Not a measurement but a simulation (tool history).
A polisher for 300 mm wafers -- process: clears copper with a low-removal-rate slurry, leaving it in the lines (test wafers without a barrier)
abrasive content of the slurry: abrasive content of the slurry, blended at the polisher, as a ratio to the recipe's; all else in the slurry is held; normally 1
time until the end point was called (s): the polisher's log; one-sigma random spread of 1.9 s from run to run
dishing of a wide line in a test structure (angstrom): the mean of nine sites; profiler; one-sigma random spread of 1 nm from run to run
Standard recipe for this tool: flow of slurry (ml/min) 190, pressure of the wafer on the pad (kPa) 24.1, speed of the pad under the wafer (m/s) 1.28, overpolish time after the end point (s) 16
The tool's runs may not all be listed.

| run | hour | flow of slurry (ml/min) | pressure of the wafer on the pad (kPa) | speed of the pad under the wafer (m/s) | abrasive content of the slurry | overpolish time after the end point (s) | incoming thickness of the incoming film, nm | time until the end point was called (s) | dishing of a wide line in a test structure (angstrom) |
|---|---|---|---|---|---|---|---|---|---|
| 1 | 0 | 190 | 24.1 | 1.28 | 1 | 16 | 408.5 | 88.7 | 516 |
| 2 | 10.2 | 190 | 24.1 | 1.28 | 1 | 16 | 408.3 | 91.9 | 500 |
| 3 | 27.1 | 190 | 24.1 | 1.28 | 1 | 16 | 412 | 88.3 | 508 |
| 4 | 40.9 | 190 | 24.1 | 1.28 | 1 | 16 | 403.8 | 87.3 | 515 |
| 5 | 53.2 | 190 | 24.1 | 1.28 | 1.1 | 16 | 416.3 | 88.6 | 515 |
| 6 | 70.4 | 190 | 24.1 | 1.28 | 1 | 16 | 408.6 | 88.8 | 491 |
| 7 | 77.9 | 190 | 32.4 | 1.28 | 1 | 19 | 406.8 | 65.5 | 790 |
| 8 | 90.9 | 235 | 31.7 | 1.28 | 1 | 16 | 413.2 | 73.8 | 572 |
| 9 | 105 | 190 | 31 | 0.84 | 1 | 16 | 416.7 | 120.3 | 382 |
| 10 | 120.2 | 190 | 29 | 1.06 | 1 | 16 | 410.8 | 100.2 | 478 |
| 11 | 134 | 135 | 24.1 | 1.16 | 1.15 | 20 | 415.3 | 114.7 | 501 |
| 12 | 151.8 | 190 | 24.1 | 1.28 | 1 | 16 | 408.3 | 98.3 | 466 |
| 13 | 173.5 | 190 | 17.9 | 1.28 | 0.7 | 16 | 403.3 | 148.4 | 313 |
| 14 | 183.7 | 190 | 31.7 | 1 | 1 | 16 | 411.5 | 92.3 | 481 |
| 15 | 201.2 | 250 | 31.7 | 1.28 | 1.25 | 16 | 410.7 | 68.8 | 673 |
| 16 | 211.6 | 190 | 20 | 1.28 | 1 | 16 | 413.3 | 118.9 | 401 |
| 17 | 220.1 | 190 | 24.1 | 0.84 | 1 | 22 | 406.8 | 149.6 | 434 |
| 18 | 230.1 | 190 | 24.1 | 1.28 | 1.15 | 16 | 409.9 | 93.8 | 480 |
| 19 | 247 | 190 | 24.1 | 1.28 | 1 | 16 | 403.5 | 90.5 | 463 |
| 20 | 253.8 | 245 | 24.1 | 1.28 | 1 | 20 | 409.1 | 90.5 | 597 |
| 21 | 263.4 | 225 | 30.3 | 1.56 | 1 | 16 | 402.2 | 61 | 706 |
| 22 | 275.7 | 190 | 24.1 | 1.28 | 1 | 23 | 408.6 | 95.8 | 646 |
| 23 | 283.3 | 190 | 24.1 | 1.12 | 1 | 16 | 408.9 | 112.6 | 429 |
| 24 | 295.2 | 190 | 24.1 | 1.28 | 1 | 16 | 406 | 93.8 | 498 |
| 25 | 309.3 | 135 | 27.6 | 1.16 | 1 | 16 | 409.7 | 98.9 | 482 |
| 26 | 321.6 | 190 | 24.1 | 1.28 | 1 | 20 | 415 | 95.9 | 596 |
| 27 | 338 | 190 | 24.1 | 1.1 | 1 | 16 | 406.8 | 107.7 | 430 |
| 28 | 353.6 | 190 | 24.1 | 1.28 | 1 | 16 | 410.4 | 95.2 | 472 |

Withheld: 4 entries from between the runs. Position of each, and hidden state at the listed run before versus the listed run after:
Run 5 -> run 6: slurry blender recalibrated (hour 55.5)
  deviation of the head's pressure from its setpoint, %: 12 -> 12.1
  measured result minus the result with no hidden state, time until the end point was called (s): -10.6 -> -10.7; dishing of a wide line in a test structure (angstrom): +50 -> +49
Run 7 -> run 8: head pressure recalibrated (hour 90.3)
  deviation of the head's pressure from its setpoint, %: 12.1 -> -0.782
  measured result minus the result with no hidden state, time until the end point was called (s): -7.9 -> +0.6; dishing of a wide line in a test structure (angstrom): +75 -> -4
Run 9 -> run 10: slurry nozzle cleaned (hour 110.1)
  deviation of the head's pressure from its setpoint, %: -0.0767 -> 0.64
  measured result minus the result with no hidden state, time until the end point was called (s): +0.1 -> -0.7; dishing of a wide line in a test structure (angstrom): +0 -> +3
Run 12 -> run 13: worn pad replaced by a new one (hour 169.6)
  deviation of the head's pressure from its setpoint, %: 1.99 -> 2.83
  measured result minus the result with no hidden state, time until the end point was called (s): -2 -> -4.2; dishing of a wide line in a test structure (angstrom): +9 -> +8
